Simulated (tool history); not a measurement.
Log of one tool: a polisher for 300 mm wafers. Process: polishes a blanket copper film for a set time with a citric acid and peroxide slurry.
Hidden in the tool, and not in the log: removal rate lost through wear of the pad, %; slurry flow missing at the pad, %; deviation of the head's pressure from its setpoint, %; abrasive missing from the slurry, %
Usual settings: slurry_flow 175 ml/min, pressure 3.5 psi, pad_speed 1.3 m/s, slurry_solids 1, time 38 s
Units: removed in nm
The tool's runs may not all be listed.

run	hour	slurry_flow	pressure	pad_speed	slurry_solids	time	wafers since the last listed run	wafers polished on this pad	hours since the slurry nozzle was cleaned	hours since the head pressure was calibrated	hours since the slurry blender was calibrated	incoming thickness of the incoming film, nm	removed
1	0	210	3.5	1.3	1	38	0	575	131.8	115.8	239.1	1150.7	124.3
# hour 25.5: slurry blender recalibrated
2	49.4	210	3.5	1.3	1	38	345	920	181.2	165.2	23.9	1158.2	127
3	93.1	210	3.5	1.3	1	38	318	1238	224.9	208.9	67.6	1152.2	123.8
4	117.6	175	3.9	1.3	1	32	178	1416	249.4	233.4	92.1	1131.4	111.5
# hour 125.5: worn pad replaced by a new one
5	186.3	175	3.5	1.3	1	38	471	442	318.1	302.1	160.8	1143.1	115.6
6	220.7	175	3.5	1.3	1	38	250	693	352.5	336.5	195.2	1148.3	113
# hour 236.9: head pressure recalibrated
# hour 237.4: slurry blender recalibrated
7	285.7	175	3.5	1.3	1	38	455	1148	417.5	48.8	48.3	1140.8	123.3
8	355.1	175	3.5	1.3	1	38	505	1653	486.9	118.2	117.7	1131.2	123.2
# hour 367.7: slurry nozzle cleaned
# hour 387.4: worn pad replaced by a new one
9	409.7	175	3.5	1.3	1	38	361	162	42	172.8	172.3	1166.4	119.7
# hour 456.4: slurry blender recalibrated
10	456.9	175	3.5	1.3	1	43	329	491	89.2	220	0.5	1146.1	131.7
11	510.2	175	3.5	1.3	1	43	388	880	142.5	273.3	53.8	1147.8	132.9
# hour 532.4: head pressure recalibrated
12	538	175	2.7	1.3	1	38	187	1067	170.3	5.6	81.6	1148.9	94.9
13	602.9	175	3.5	1.3	1	38	472	1540	235.2	70.5	146.5	1161.9	124.3
# hour 622.9: worn pad replaced by a new one
14	650.6	175	3.9	1.3	1	32	318	201	282.9	118.2	194.2	1139.2	115
# hour 696.1: slurry blender recalibrated
15	711.8	150	3.5	1.3	1	48	431	632	344.1	179.4	15.7	1138.1	148.1
16	750.8	175	3.5	1.3	1	38	283	916	383.1	218.4	54.7	1144.8	118.1
17	775.8	175	4.2	1.3	1	38	182	1098	408.1	243.4	79.7	1168.5	140.7
18	816.2	175	3.5	1.3	1	38	294	1392	448.5	283.8	120.1	1153.6	114.5
# hour 823.8: worn pad replaced by a new one
# hour 839.9: slurry nozzle cleaned
19	848.5	230	3.5	1.3	0.85	38	198	172	8.6	316.1	152.4	1148.7	113.5
# hour 886.9: head pressure recalibrated
20	887.4	175	4	1.3	1	38	268	441	47.5	0.5	191.3	1162.5	144.9
21	926.1	175	3.5	0.86	1	38	281	723	86.2	39.2	230	1143	91.7
# hour 965.2: slurry blender recalibrated
22	983.1	175	3.5	1.3	1.2	38	400	1123	143.2	96.2	17.9	1123.1	127.9
23	1045.6	175	2.4	1.72	1	38	455	1578	205.7	158.7	80.4	1136.6	105.6
# hour 1085.2: worn pad replaced by a new one
24	1097.2	175	3.5	1.3	1	38	346	87	257.3	210.3	132	1171.7	119.7
25	1149.6	175	3.5	1.3	1	38	381	468	309.7	262.7	184.4	1146.2	116.9
# hour 1164.4: head pressure recalibrated
# hour 1176.6: slurry blender recalibrated
26	1177.1	210	2.9	0.92	1	38	171	639	337.2	12.7	0.5	1135.2	80

How the hidden state differs across the entries between the runs, from the last listed run before each to the first after it:
Between runs 1 and 2: slurry blender recalibrated (hour 25.5)
  deviation of the head's pressure from its setpoint, %: -0.751 -> -1.84
  measured less the result without the state, removed: -0.9 -> -2.3 nm
Between runs 4 and 5: worn pad replaced by a new one (hour 125.5)
  deviation of the head's pressure from its setpoint, %: -3.98 -> -6.87
  measured less the result without the state, removed: -4.5 -> -8.4 nm
Between runs 6 and 7: head pressure recalibrated (hour 236.9); slurry blender recalibrated (hour 237.4)
  deviation of the head's pressure from its setpoint, %: -8.59 -> -0.103
  measured less the result without the state, removed: -10.4 -> -0.2 nm
Between runs 8 and 9: slurry nozzle cleaned (hour 367.7); worn pad replaced by a new one (hour 387.4)
  deviation of the head's pressure from its setpoint, %: -1.01 -> -2.26
  measured less the result without the state, removed: -1.3 -> -2.7 nm
Between runs 9 and 10: slurry blender recalibrated (hour 456.4)
  deviation of the head's pressure from its setpoint, %: -2.26 -> -3.72
  measured less the result without the state, removed: -2.7 -> -5 nm
Between runs 11 and 12: head pressure recalibrated (hour 532.4)
  deviation of the head's pressure from its setpoint, %: -5.78 -> -0.512
  measured less the result without the state, removed: -8 -> -0.5 nm
Between runs 13 and 14: worn pad replaced by a new one (hour 622.9)
  deviation of the head's pressure from its setpoint, %: -0.901 -> -1.61
  measured less the result without the state, removed: -1.1 -> -1.8 nm
Between runs 14 and 15: slurry blender recalibrated (hour 696.1)
  deviation of the head's pressure from its setpoint, %: -1.61 -> -3.04
  measured less the result without the state, removed: -1.8 -> -4.6 nm
Between runs 18 and 19: worn pad replaced by a new one (hour 823.8); slurry nozzle cleaned (hour 839.9)
  deviation of the head's pressure from its setpoint, %: -6.84 -> -8.36
  measured less the result without the state, removed: -8.3 -> -10.1 nm
Between runs 19 and 20: head pressure recalibrated (hour 886.9)
  deviation of the head's pressure from its setpoint, %: -8.36 -> 0.21
  measured less the result without the state, removed: -10.1 -> +0.3 nm
Between runs 21 and 22: slurry blender recalibrated (hour 965.2)
  deviation of the head's pressure from its setpoint, %: 0.089 -> -0.517
  measured less the result without the state, removed: +0.1 -> -0.7 nm
Between runs 23 and 24: worn pad replaced by a new one (hour 1085.2)
  deviation of the head's pressure from its setpoint, %: -1.77 -> -3.27
  measured less the result without the state, removed: -1.9 -> -4 nm
Between runs 25 and 26: head pressure recalibrated (hour 1164.4); slurry blender recalibrated (hour 1176.6)
  deviation of the head's pressure from its setpoint, %: -5.21 -> -0.0365
  measured less the result without the state, removed: -6.4 -> +0 nm
